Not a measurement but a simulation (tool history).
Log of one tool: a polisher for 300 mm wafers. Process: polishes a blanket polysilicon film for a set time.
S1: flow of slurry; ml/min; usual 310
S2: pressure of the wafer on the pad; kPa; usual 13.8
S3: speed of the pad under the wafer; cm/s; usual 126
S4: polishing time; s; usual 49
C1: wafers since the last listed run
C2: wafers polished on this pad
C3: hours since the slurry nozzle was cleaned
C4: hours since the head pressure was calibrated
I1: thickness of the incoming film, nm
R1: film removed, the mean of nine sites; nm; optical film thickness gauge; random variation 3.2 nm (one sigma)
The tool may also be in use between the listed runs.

run     day   S1    S2   S3  S4   C1    C2     C3      C4      I1     R1
  1   0.000  310  13.8  126  49    0   641  468.2   865.2  1525.2  422.8
  2   0.738  310  13.8  126  49  201   843  485.9   882.9  1517.4  419.7
  3   1.058  310  13.8  126  49   87   931  493.6   890.6  1510.0  425.5
  4   1.396  310  13.8  126  49   92  1023  501.7   898.7  1505.5  418.1
      2.129  -- worn pad replaced by a new one
  5   2.150  310  13.8  126  44  160     6  519.8   916.8  1493.3  394.6
  6   2.621  310  13.8  108  61  128   135  531.1   928.1  1519.7  468.4
  7   2.900  310  13.8  108  61   76   211  537.8   934.8  1516.3  467.8
  8   3.350  310  13.8  108  61  123   334  548.6   945.6  1491.2  455.2
  9   3.721  310  13.8  126  49  101   436  557.5   954.5  1529.5  427.7
      4.917  -- slurry nozzle cleaned
 10   5.233  310  13.8  126  49  402   838    7.6   990.8  1538.1  429.7
 11   5.604  310  10.3  126  61  101   940   16.5   999.7  1500.2  425.1
 12   5.983  310  10.3  126  61  103  1043   25.6  1008.8  1512.8  424.8
 13   6.371  310  13.8  126  49  106  1150   34.9  1018.1  1530.5  418.3
 14   6.758  310  13.8  126  49  106  1256   44.2  1027.4  1506.5  425.3
      7.204  -- worn pad replaced by a new one
 15   7.225  310  13.8  126  49   82     5   55.4  1038.6  1526.3  442.5
 16   7.417  310  13.8  126  49   52    58   60.0  1043.2  1549.1  440.4
 17   7.679  250  15.9   98  60   71   130   66.3  1049.5  1515.6  449.5
 18   8.317  310  13.8  126  33  174   304   81.6  1064.8  1537.0  292.7
 19   9.329  310  13.8  146  49  277   581  105.9  1089.1  1520.9  496.9
 20   9.767  310  13.8  126  49  119   701  116.4  1099.6  1511.4  428.2
 21  10.296  310  13.8  100  58  144   846  129.1  1112.3  1502.4  404.0
     10.517  -- head pressure recalibrated
 22  11.025  310  13.8  126  49  176  1023  146.6    12.2  1525.3  383.3
     11.717  -- worn pad replaced by a new one
 23  11.771  310  13.8  126  41  158    14  164.5    30.1  1508.7  327.6
 24  12.462  310  13.8  126  55  189   204  181.1    46.7  1545.3  448.1
 25  12.871  310  15.9  126  44  111   315  190.9    56.5  1545.2  395.5
 26  13.183  310  13.8  126  49   85   401  198.4    64.0  1530.6  394.2
 27  13.508  310  16.5  126  60   88   490  206.2    71.8  1502.7  566.4
 28  13.767  310  13.8  126  41   70   561  212.4    78.0  1510.3  335.8
 29  14.071  310  13.8  126  49   83   644  219.7    85.3  1514.5  398.6
 30  14.800  310   9.7  140  55  199   843  237.2   102.8  1537.5  381.8
 31  15.488  310  13.8  126  49  188  1032  253.7   119.3  1507.0  390.2
 32  16.225  395  13.8  158  49  201  1233  271.4   137.0  1522.3  492.3

Measured less the same run without the tool's hidden state. The same run-to-run variation is in both; the gauge's scatter may not be:
The hidden state here: removal rate lost through wear of the pad, %; slurry flow missing at the pad, %; deviation of the head's pressure from its setpoint, %.
run     R1
  1  +29.6
  2  +26.6
  3  +25.6
  4  +23.4
  5  +35.1
  6  +41.5
  7  +41.2
  8  +39.6
  9  +36.5
 10  +31.7
 11  +29.7
 12  +27.7
 13  +25.0
 14  +22.9
 15  +38.5
 16  +38.4
 17  +39.1
 18  +24.9
 19  +39.8
 20  +32.9
 21  +29.1
 22  -13.5
 23   +0.3
 24   +1.7
 25   +1.8
 26   +1.8
 27   +2.4
 28   +1.3
 29   +1.0
 30   -0.6
 31   -2.8
 32   -7.8
